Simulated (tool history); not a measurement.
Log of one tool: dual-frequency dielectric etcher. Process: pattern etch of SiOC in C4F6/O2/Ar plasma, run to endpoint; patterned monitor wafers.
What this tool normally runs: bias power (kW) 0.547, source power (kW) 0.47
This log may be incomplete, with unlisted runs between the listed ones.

| run | hour | bias power (kW) | source power (kW) | wafers since the last listed run | hours since the last wet clean | hours since the last bias power generator calibration | hours since the last source power generator calibration | hours since the last upper electrode change | incoming incoming film thickness, nm | endpoint time (s) |
|---|---|---|---|---|---|---|---|---|---|---|
| 1 | 0 | 0.547 | 0.4 | 0 | 547.5 | 3732.7 | 1072.4 | 4210.5 | 35.57 | 9.8 |
|  | 53.8 | wet clean of the chamber |
| 2 | 66.3 | 0.547 | 0.4 | 646 | 12.5 | 3799 | 1138.7 | 4276.8 | 35.83 | 10.4 |
| 3 | 108 | 0.547 | 0.47 | 636 | 54.2 | 3840.7 | 1180.4 | 4318.5 | 35.87 | 9.7 |
| 4 | 167.5 | 0.547 | 0.47 | 908 | 113.7 | 3900.2 | 1239.9 | 4378 | 35.9 | 9.8 |
| 5 | 202.8 | 0.547 | 0.47 | 539 | 149 | 3935.5 | 1275.2 | 4413.3 | 35.87 | 9.6 |
| 6 | 259.9 | 0.448 | 0.38 | 872 | 206.1 | 3992.6 | 1332.3 | 4470.4 | 35.81 | 11.5 |
| 7 | 301.3 | 0.468 | 0.47 | 632 | 247.5 | 4034 | 1373.7 | 4511.8 | 35.76 | 10.3 |
| 8 | 369.3 | 0.468 | 0.47 | 1038 | 315.5 | 4102 | 1441.7 | 4579.8 | 36.26 | 10.3 |
| 9 | 423.1 | 0.547 | 0.47 | 821 | 369.3 | 4155.8 | 1495.5 | 4633.6 | 36.1 | 9.6 |
| 10 | 476.1 | 0.547 | 0.47 | 809 | 422.3 | 4208.8 | 1548.5 | 4686.6 | 35.93 | 9.4 |
| 11 | 501.7 | 0.547 | 0.47 | 391 | 447.9 | 4234.4 | 1574.1 | 4712.2 | 35.84 | 9.3 |
| 12 | 541.3 | 0.547 | 0.47 | 604 | 487.5 | 4274 | 1613.7 | 4751.8 | 35.65 | 9.3 |
|  | 609.6 | wet clean of the chamber |
| 13 | 613 | 0.547 | 0.47 | 728 | 3.4 | 4345.7 | 1685.4 | 4823.5 | 36.02 | 10 |
| 14 | 678 | 0.547 | 0.47 | 992 | 68.4 | 4410.7 | 1750.4 | 4888.5 | 36.02 | 9.8 |
| 15 | 734.2 | 0.547 | 0.47 | 858 | 124.6 | 4466.9 | 1806.6 | 4944.7 | 35.74 | 9.7 |
| 16 | 799.9 | 0.547 | 0.47 | 1003 | 190.3 | 4532.6 | 1872.3 | 5010.4 | 35.99 | 9.9 |
|  | 846.5 | upper electrode replaced |
| 17 | 857.9 | 0.489 | 0.57 | 519 | 248.3 | 4590.6 | 1930.3 | 11.4 | 35.8 | 9.6 |
|  | 898 | source power generator calibrated |
|  | 916.7 | bias power generator calibrated |
| 18 | 957.8 | 0.547 | 0.47 | 1403 | 348.2 | 41.1 | 59.8 | 111.3 | 36.29 | 9.7 |
| 19 | 1018.2 | 0.547 | 0.42 | 922 | 408.6 | 101.5 | 120.2 | 171.7 | 36.16 | 10 |
|  | 1097.2 | wet clean of the chamber |
| 20 | 1097.7 | 0.628 | 0.39 | 847 | 0.5 | 181 | 199.7 | 251.2 | 36.21 | 10.1 |
| 21 | 1139.3 | 0.494 | 0.4 | 635 | 42.1 | 222.6 | 241.3 | 292.8 | 36.02 | 11.1 |
| 22 | 1288.8 | 0.676 | 0.47 | 2283 | 191.6 | 372.1 | 390.8 | 442.3 | 36.06 | 8.9 |
| 23 | 1330.3 | 0.547 | 0.47 | 633 | 233.1 | 413.6 | 432.3 | 483.8 | 36.09 | 9.8 |
| 24 | 1359 | 0.435 | 0.47 | 438 | 261.8 | 442.3 | 461 | 512.5 | 35.76 | 10.9 |
| 25 | 1421 | 0.624 | 0.39 | 946 | 323.8 | 504.3 | 523 | 574.5 | 35.56 | 9.6 |
| 26 | 1447.9 | 0.547 | 0.56 | 410 | 350.7 | 531.2 | 549.9 | 601.4 | 36.18 | 9.2 |
| 27 | 1519.8 | 0.623 | 0.47 | 1098 | 422.6 | 603.1 | 621.8 | 673.3 | 36 | 9 |
| 28 | 1548.9 | 0.547 | 0.47 | 444 | 451.7 | 632.2 | 650.9 | 702.4 | 35.72 | 9.4 |

Run 29 comes next. What will it give?
| 29 | 1583.5 | 0.422 | 0.54 | 528 | 486.3 | 666.8 | 685.5 | 737 | 36.18 | ? |

Run 29 yielded endpoint time (s) 10.4.
If the tool had no hidden condition, the same run with the same run-to-run variation would have returned endpoint time (s) 10.8.
